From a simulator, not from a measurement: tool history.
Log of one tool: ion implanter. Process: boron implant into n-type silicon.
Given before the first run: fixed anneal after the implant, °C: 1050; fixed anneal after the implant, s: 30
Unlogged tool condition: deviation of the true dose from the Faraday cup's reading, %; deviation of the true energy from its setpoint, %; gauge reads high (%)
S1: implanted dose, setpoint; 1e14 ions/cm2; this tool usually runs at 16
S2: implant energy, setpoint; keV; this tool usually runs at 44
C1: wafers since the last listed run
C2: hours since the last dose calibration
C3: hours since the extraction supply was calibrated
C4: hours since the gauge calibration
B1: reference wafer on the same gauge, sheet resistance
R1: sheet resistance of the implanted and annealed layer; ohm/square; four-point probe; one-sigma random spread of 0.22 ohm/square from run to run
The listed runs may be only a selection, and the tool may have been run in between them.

| run | hour | S1 | S2 | C1 | C2 | C3 | C4 | B1 | R1 |
|---|---|---|---|---|---|---|---|---|---|
| 1 | 0 | 16 | 44 | 0 | 247.6 | 4616.6 | 947.7 | 63.51 | 73.34 |
|  | 29.2 | gauge calibrated |
| 2 | 61.3 | 16 | 44 | 1947 | 308.9 | 4677.9 | 32.1 | 63.49 | 73.41 |
| 3 | 164.1 | 16 | 44 | 3266 | 411.7 | 4780.7 | 134.9 | 63.5 | 73.41 |
| 4 | 310.5 | 16 | 44 | 4651 | 558.1 | 4927.1 | 281.3 | 63.49 | 73.5 |
| 5 | 374.8 | 16 | 44 | 2042 | 622.4 | 4991.4 | 345.6 | 63.51 | 73.27 |
| 6 | 684.8 | 16 | 44 | 9849 | 932.4 | 5301.4 | 655.6 | 63.48 | 73.97 |
|  | 756.8 | extraction supply calibrated |
| 7 | 773.9 | 16 | 44 | 2576 | 1021.5 | 17.1 | 744.7 | 63.48 | 73.17 |
|  | 800.6 | Faraday cup replaced and dose calibrated |
| 8 | 866.5 | 16 | 49 | 2687 | 65.9 | 109.7 | 837.3 | 63.48 | 73.19 |
| 9 | 908.5 | 16 | 32.5 | 1334 | 107.9 | 151.7 | 879.3 | 63.47 | 75.33 |
|  | 916.2 | gauge calibrated |
| 10 | 984 | 13.32 | 49 | 2398 | 183.4 | 227.2 | 67.8 | 63.47 | 85.81 |
| 11 | 1081.8 | 16 | 44 | 3107 | 281.2 | 325 | 165.6 | 63.51 | 73.15 |
| 12 | 1176.4 | 18.52 | 59.5 | 3005 | 375.8 | 419.6 | 260.2 | 63.5 | 63.15 |
| 13 | 1259.9 | 14.31 | 31 | 2652 | 459.3 | 503.1 | 343.7 | 63.48 | 83.45 |
| 14 | 1346.6 | 13.78 | 34 | 2754 | 546 | 589.8 | 430.4 | 63.48 | 85.38 |

Across each entry between runs, compare the hidden state at the last listed run before it with the hidden state at the first listed run after it:
Runs 1 to 2: gauge calibrated (hour 29.2)
  both runs share identical hidden conditions
Runs 6 to 7: extraction supply calibrated (hour 756.8)
  both runs share identical hidden conditions
Runs 7 to 8: Faraday cup replaced and dose calibrated (hour 800.6)
  both runs share identical hidden conditions
Runs 9 to 10: gauge calibrated (hour 916.2)
  both runs share identical hidden conditions
